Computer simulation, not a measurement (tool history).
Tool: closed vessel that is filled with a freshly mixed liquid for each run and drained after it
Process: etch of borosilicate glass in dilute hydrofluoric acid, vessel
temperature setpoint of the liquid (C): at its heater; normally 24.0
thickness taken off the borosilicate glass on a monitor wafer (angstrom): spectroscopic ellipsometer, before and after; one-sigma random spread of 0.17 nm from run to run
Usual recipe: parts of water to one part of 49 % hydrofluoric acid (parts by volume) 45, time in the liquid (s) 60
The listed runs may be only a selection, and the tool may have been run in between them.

run	hour	temperature setpoint of the liquid (C)	parts of water to one part of 49 % hydrofluoric acid (parts by volume)	time in the liquid (s)	read-back film thickness of the borosilicate glass reference wafer, read on the same gauge (nm)	thickness taken off the borosilicate glass on a monitor wafer (angstrom)
1	0.0	24.0	45	60	110.00	467.9
2	7.3	24.0	45	60	109.98	467.7
3	21.9	24.0	45	60	110.01	466.5
4	37.6	24.0	45	60	109.99	464.5
5	50.1	24.0	45	60	109.99	464.2
6	59.5	22.0	45	60	110.02	425.0
7	67.4	22.0	45	60	110.02	425.6
8	83.7	22.0	45	60	109.97	427.8
# hour 91.9: thermometer replaced
9	96.8	24.0	55	60	109.99	408.7
10	105.3	24.0	45	60	110.02	504.7
11	114.6	24.0	45	60	109.99	505.2
# hour 123.2: gauge calibrated
12	132.6	24.0	45	35	109.98	295.2
13	141.8	25.5	45	50	110.00	449.2
# hour 143.8: hydrofluoric acid flow meter replaced
14	151.6	24.0	45	60	110.01	450.9
15	163.6	28.5	30	85	110.03	1181.9
16	180.1	29.0	55	35	110.00	262.2
17	188.6	19.0	40	75	110.00	518.9
18	202.4	24.0	45	60	110.01	454.4
19	218.9	20.0	60	60	109.99	282.4
20	229.2	22.5	30	75	109.99	814.5
21	237.6	26.5	40	60	110.01	571.8

5 ways to go on from here, each from the tool as it stands after run 21. What would each give?
A	238.3	24.0	45	60	?	?
B	238.3	26.5	55	35	?	?
C	238.3	25.5	45	90	?	?
D	238.3	27.0	45	70	?	?
E	238.3	19.5	40	35	?	?

run	read-back film thickness of the borosilicate glass reference wafer, read on the same gauge (nm)	thickness taken off the borosilicate glass on a monitor wafer (angstrom)
A	109.99	452.9
B	109.99	236.4
C	109.99	722.9
D	109.99	597.8
E	109.99	247.0
What these runs would have given with no unlogged condition in the tool:
run	thickness taken off the borosilicate glass on a monitor wafer (angstrom)
A	463.5
B	241.6
C	739.4
D	611.2
E	253.2

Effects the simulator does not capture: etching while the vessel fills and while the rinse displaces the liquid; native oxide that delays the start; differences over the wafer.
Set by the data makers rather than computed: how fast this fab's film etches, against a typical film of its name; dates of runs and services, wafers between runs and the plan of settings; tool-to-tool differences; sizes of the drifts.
